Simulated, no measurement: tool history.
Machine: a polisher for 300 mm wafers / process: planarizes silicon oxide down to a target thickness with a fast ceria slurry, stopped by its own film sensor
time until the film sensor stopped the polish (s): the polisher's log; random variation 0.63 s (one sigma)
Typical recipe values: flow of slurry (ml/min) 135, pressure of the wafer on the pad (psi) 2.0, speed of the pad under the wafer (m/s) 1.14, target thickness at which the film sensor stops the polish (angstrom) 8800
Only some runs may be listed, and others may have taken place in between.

run     day  flow of slurry (ml/min)  pressure of the wafer on the pad (psi)  speed of the pad under the wafer (m/s)  target thickness at which the film sensor stops the polish (angstrom)  incoming thickness of the incoming film, nm  time until the film sensor stopped the polish (s)
  1   0.000                      135                                     2.0                                    1.14                                                                   8800                                       1800.0                                               69.6
  2   0.583                      135                                     2.0                                    1.14                                                                   7120                                       1798.6                                               80.6
  3   0.921                      165                                     2.0                                    1.14                                                                   8800                                       1763.1                                               65.1
  4   1.342                      165                                     2.0                                    1.14                                                                   8800                                       1766.1                                               64.9
  5   1.933                      135                                     1.7                                    1.14                                                                   8800                                       1759.6                                               80.1
  6   2.317                      135                                     1.7                                    1.14                                                                   8800                                       1775.8                                               83.3
  7   2.646                      135                                     1.7                                    1.14                                                                   8800                                       1815.2                                               86.1
      2.971  -- worn pad replaced by a new one
  8   3.104                      115                                     2.0                                    1.14                                                                   6290                                       1784.8                                               97.7
  9   3.962                      115                                     2.0                                    1.14                                                                   6290                                       1761.4                                               96.9
 10   4.479                      115                                     2.0                                    1.14                                                                   6290                                       1789.4                                               99.8
 11   4.821                      135                                     2.0                                    1.14                                                                   8800                                       1788.9                                               76.1
 12   5.242                      135                                     2.0                                    1.14                                                                   6720                                       1800.9                                               94.4
 13   5.654                      135                                     1.9                                    1.14                                                                   8800                                       1799.1                                               82.6
      6.246  -- worn pad replaced by a new one, repeated, since the last time left the tool worse
 14   6.354                      135                                     2.0                                    1.24                                                                   8800                                       1814.6                                               63.9
 15   6.812                      165                                     2.0                                    1.14                                                                  10330                                       1783.8                                               54.3
 16   7.296                      100                                     2.0                                    1.28                                                                   6540                                       1811.4                                               80.5
 17   7.854                      170                                     2.2                                    1.14                                                                   7980                                       1786.2                                               64.2
      8.138  -- slurry nozzle cleaned
 18   8.279                      115                                     1.5                                    1.02                                                                   7560                                       1750.7                                              114.6
 19   8.762                      165                                     2.0                                    1.26                                                                   9750                                       1766.5                                               53.5
 20   9.367                      135                                     2.2                                    1.42                                                                  11560                                       1792.0                                               35.5
     10.017  -- head pressure recalibrated
 21  10.054                      110                                     1.4                                    1.14                                                                  11430                                       1785.8                                               72.8
 22  10.800                      150                                     2.0                                    1.30                                                                   8800                                       1790.4                                               61.9
     11.083  -- worn pad replaced by a new one
 23  11.396                      135                                     2.0                                    1.14                                                                  10050                                       1777.6                                               57.8
 24  12.058                      135                                     2.0                                    1.14                                                                   8800                                       1737.8                                               64.1
 25  12.696                      135                                     2.0                                    1.14                                                                   8800                                       1758.1                                               65.5
 26  13.192                      175                                     2.0                                    1.14                                                                  11230                                       1772.4                                               46.5
 27  13.508                      135                                     2.0                                    1.14                                                                  11030                                       1762.2                                               50.4
 28  13.829                      135                                     2.0                                    1.14                                                                   8800                                       1801.7                                               70.1
 29  14.192                      165                                     2.0                                    0.82                                                                  10540                                       1767.4                                               73.0
 30  14.704                      135                                     2.0                                    1.14                                                                   8800                                       1797.7                                               70.5
 31  15.342                      135                                     2.0                                    1.14                                                                   8800                                       1782.4                                               70.6
     15.888  -- worn pad replaced by a new one
 32  15.908                       95                                     2.0                                    1.14                                                                   8800                                       1786.1                                               71.5
 33  16.138                      115                                     2.4                                    0.94                                                                   8800                                       1777.4                                               68.8
 34  16.771                      135                                     2.0                                    1.14                                                                   9890                                       1774.4                                               57.3
 35  17.375                      135                                     2.0                                    1.14                                                                   7840                                       1750.9                                               70.5
 36  17.896                      105                                     1.8                                    1.00                                                                   8800                                       1761.3                                               85.5
 37  18.579                      115                                     2.0                                    1.48                                                                   5800                                       1799.9                                               73.3

What if the next run were any one of these 4? Each begins from the tool's condition after run 37:
  A  18.596                      135                                     2.0                                    1.14                                                                   8800                                       1768.4                                                  ?
  B  18.596                      115                                     2.0                                    1.14                                                                  11910                                       1768.4                                                  ?
  C  18.596                      160                                     1.4                                    1.48                                                                  10410                                       1768.4                                                  ?
  D  18.596                      110                                     2.0                                    1.14                                                                   8800                                       1768.4                                                  ?

run  time until the film sensor stopped the polish (s)
  A                                               67.8
  B                                               45.2
  C                                               59.6
  D                                               70.0
Take away the tool's hidden state, keep each run's random variation, and the runs would have read:
run  time until the film sensor stopped the polish (s)
  A                                               66.6
  B                                               44.4
  C                                               58.6
  D                                               68.8
